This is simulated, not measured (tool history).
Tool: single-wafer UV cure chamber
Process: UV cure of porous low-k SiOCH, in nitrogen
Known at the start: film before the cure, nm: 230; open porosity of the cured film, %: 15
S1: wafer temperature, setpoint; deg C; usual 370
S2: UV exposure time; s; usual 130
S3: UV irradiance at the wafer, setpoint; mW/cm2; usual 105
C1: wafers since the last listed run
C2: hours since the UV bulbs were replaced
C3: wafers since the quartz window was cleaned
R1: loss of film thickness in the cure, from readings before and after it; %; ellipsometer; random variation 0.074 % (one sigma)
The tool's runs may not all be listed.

{"run": 1, "hour": 0.0, "S1": 370, "S2": 130, "S3": 105, "C1": 0, "C2": 391.9, "C3": 3354, "R1": 7.714}
{"run": 2, "hour": 38.4, "S1": 370, "S2": 130, "S3": 105, "C1": 600, "C2": 430.3, "C3": 3955, "R1": 7.631}
{"run": 3, "hour": 74.1, "S1": 370, "S2": 130, "S3": 105, "C1": 558, "C2": 466.0, "C3": 4514, "R1": 7.688}
{"hour": 99.4, "done": "quartz window cleaned"}
{"run": 4, "hour": 159.6, "S1": 360, "S2": 130, "S3": 118, "C1": 1212, "C2": 551.5, "C3": 941, "R1": 8.019}
{"run": 5, "hour": 202.0, "S1": 360, "S2": 130, "S3": 118, "C1": 663, "C2": 593.9, "C3": 1605, "R1": 7.909}
{"run": 6, "hour": 383.9, "S1": 370, "S2": 130, "S3": 105, "C1": 2846, "C2": 775.8, "C3": 4451, "R1": 7.508}
{"hour": 420.7, "done": "quartz window cleaned"}
{"run": 7, "hour": 440.1, "S1": 370, "S2": 130, "S3": 105, "C1": 754, "C2": 832.0, "C3": 303, "R1": 7.446}
{"run": 8, "hour": 474.0, "S1": 370, "S2": 130, "S3": 85, "C1": 530, "C2": 865.9, "C3": 834, "R1": 6.654}
{"run": 9, "hour": 520.0, "S1": 370, "S2": 130, "S3": 85, "C1": 719, "C2": 911.9, "C3": 1554, "R1": 6.71}
{"hour": 550.3, "done": "UV bulbs replaced"}
{"run": 10, "hour": 562.5, "S1": 370, "S2": 130, "S3": 85, "C1": 539, "C2": 12.2, "C3": 2093, "R1": 6.909}
{"run": 11, "hour": 608.8, "S1": 356, "S2": 130, "S3": 78, "C1": 724, "C2": 58.5, "C3": 2818, "R1": 6.398}
{"run": 12, "hour": 678.0, "S1": 356, "S2": 130, "S3": 78, "C1": 1082, "C2": 127.7, "C3": 3901, "R1": 6.386}
{"hour": 697.4, "done": "quartz window cleaned"}
{"run": 13, "hour": 734.2, "S1": 356, "S2": 130, "S3": 78, "C1": 754, "C2": 183.9, "C3": 575, "R1": 6.51}
{"run": 14, "hour": 782.9, "S1": 370, "S2": 85, "S3": 105, "C1": 762, "C2": 232.6, "C3": 1337, "R1": 6.182}
{"run": 15, "hour": 808.1, "S1": 353, "S2": 70, "S3": 105, "C1": 394, "C2": 257.8, "C3": 1732, "R1": 5.318}

The next listed run, before its measurement:
{"run": 16, "hour": 861.4, "S1": 359, "S2": 55, "S3": 105, "C1": 834, "C2": 311.1, "C3": 2566, "R1": "?"}

{"run 16": {"R1": 4.562}}
Without the tool's hidden state the same run would have given R1 4.678 %.
